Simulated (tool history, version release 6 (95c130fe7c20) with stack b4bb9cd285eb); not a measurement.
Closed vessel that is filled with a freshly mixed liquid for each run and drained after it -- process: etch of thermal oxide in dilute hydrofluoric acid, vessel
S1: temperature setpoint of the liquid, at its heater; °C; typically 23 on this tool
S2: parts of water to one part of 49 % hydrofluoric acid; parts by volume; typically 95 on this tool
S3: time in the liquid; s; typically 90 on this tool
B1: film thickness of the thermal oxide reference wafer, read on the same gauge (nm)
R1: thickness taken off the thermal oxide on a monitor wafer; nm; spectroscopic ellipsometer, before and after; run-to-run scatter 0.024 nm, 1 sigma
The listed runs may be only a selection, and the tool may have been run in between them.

Run 1, day 0: usual settings; B1 139.985. Result: R1 4.889 nm.
At day 0.542: thermometer replaced.
Run 2, day 2.754: usual settings; B1 140.025. Result: R1 4.637 nm.
Run 3, day 6.079: usual settings; B1 140.031. Result: R1 4.618 nm.
Run 4, day 8.475: usual settings; B1 140.004. Result: R1 4.623 nm.
At day 11.179: gauge calibrated.
Run 5, day 11.717: usual settings; B1 140.006. Result: R1 4.633 nm.
Run 6, day 15.146: usual settings; B1 139.971. Result: R1 4.691 nm.
Run 7, day 18.367: usual settings; B1 139.986. Result: R1 4.659 nm.
Run 8, day 20.871: usual settings but S1 21.5 °C; B1 140.017. Result: R1 4.431 nm.
Run 9, day 24.175: usual settings but S1 21.5 °C; B1 140.011. Result: R1 4.399 nm.
Run 10, day 25.733: usual settings; B1 139.999. Result: R1 4.71 nm.
At day 27.538: hydrofluoric acid flow meter replaced.
Run 11, day 27.929: usual settings but S1 19.5 °C, S2 55 parts by volume, S3 75 s; B1 139.986. Result: R1 6.192 nm.
Run 12, day 31.175: usual settings but S1 19.5 °C, S2 130 parts by volume, S3 75 s; B1 140.008. Result: R1 2.401 nm.
Run 13, day 35.571: usual settings; B1 139.978. Result: R1 4.801 nm.
Run 14, day 38.175: usual settings but S2 55 parts by volume, S3 65 s; B1 139.977. Result: R1 6.316 nm.
Run 15, day 39.9: usual settings but S1 19.5 °C, S3 40 s; B1 139.947. Result: R1 1.846 nm.
Run 16, day 41.767: usual settings but S3 55 s; B1 140.012. Result: R1 2.934 nm.
Run 17, day 43.779: usual settings; B1 140.002. Result: R1 4.808 nm.
Run 18, day 47.05: usual settings; B1 140.007. Result: R1 4.829 nm.
Run 19, day 48.629: usual settings but S1 20 °C; B1 139.978. Result: R1 4.298 nm.
Run 20, day 52.158: usual settings but S1 24.5 °C, S2 45 parts by volume, S3 105 s; B1 140.045. Result: R1 13.565 nm.
At day 54.846: thermometer replaced.
Run 21, day 56.517: usual settings but S1 25.5 °C, S3 50 s; B1 139.997. Result: R1 2.8 nm.
Run 22, day 61: usual settings; B1 139.988. Result: R1 4.562 nm.
Run 23, day 64.433: usual settings but S1 27 °C, S2 80 parts by volume; B1 140.011. Result: R1 6.572 nm.
Run 24, day 68.229: usual settings; B1 139.999. Result: R1 4.646 nm.
Run 25, day 72.471: usual settings but S1 26 °C, S3 40 s; B1 139.987. Result: R1 2.326 nm.
Run 26, day 74.925: usual settings but S2 125 parts by volume; B1 140.011. Result: R1 3.426 nm.
Run 27, day 76.938: usual settings; B1 139.999. Result: R1 4.705 nm.
Run 28, day 79.1: usual settings but S1 27.5 °C, S2 45 parts by volume, S3 125 s; B1 139.989. Result: R1 17.564 nm.
Run 29, day 81.521: usual settings but S1 25 °C, S2 55 parts by volume, S3 140 s; B1 140.002. Result: R1 14.572 nm.
Run 30, day 83.55: usual settings but S1 26 °C, S2 125 parts by volume, S3 55 s; B1 140.031. Result: R1 2.377 nm.
Run 31, day 85.15: usual settings but S1 26.5 °C, S2 55 parts by volume, S3 60 s; B1 139.986. Result: R1 6.514 nm.
Run 32, day 86.812: usual settings but S1 27 °C, S2 130 parts by volume, S3 40 s; B1 139.986. Result: R1 1.721 nm.
Run 33, day 88.658: usual settings but S1 25.5 °C, S2 70 parts by volume, S3 55 s; B1 139.992. Result: R1 4.451 nm.

Here are 4 independent what-if runs from the current tool condition. What would each one return?
Run A, day 88.688: usual settings but S1 27 °C; B1 ?. Result: R1 ?.
Run B, day 88.688: usual settings but S1 18.5 °C, S2 65 parts by volume, S3 120 s; B1 ?. Result: R1 ?.
Run C, day 88.688: usual settings but S1 27.5 °C, S2 80 parts by volume, S3 60 s; B1 ?. Result: R1 ?.
Run D, day 88.688: usual settings but S3 40 s; B1 ?. Result: R1 ?.

run       B1     R1
  A  140.031   5.59
  B  140.031  8.032
  C  140.031  4.606
  D  140.031  2.125
Stripped of hidden state, with their random variation kept, the same runs would have yielded:
run     R1
  A  5.385
  B  7.709
  C  4.436
  D  2.044

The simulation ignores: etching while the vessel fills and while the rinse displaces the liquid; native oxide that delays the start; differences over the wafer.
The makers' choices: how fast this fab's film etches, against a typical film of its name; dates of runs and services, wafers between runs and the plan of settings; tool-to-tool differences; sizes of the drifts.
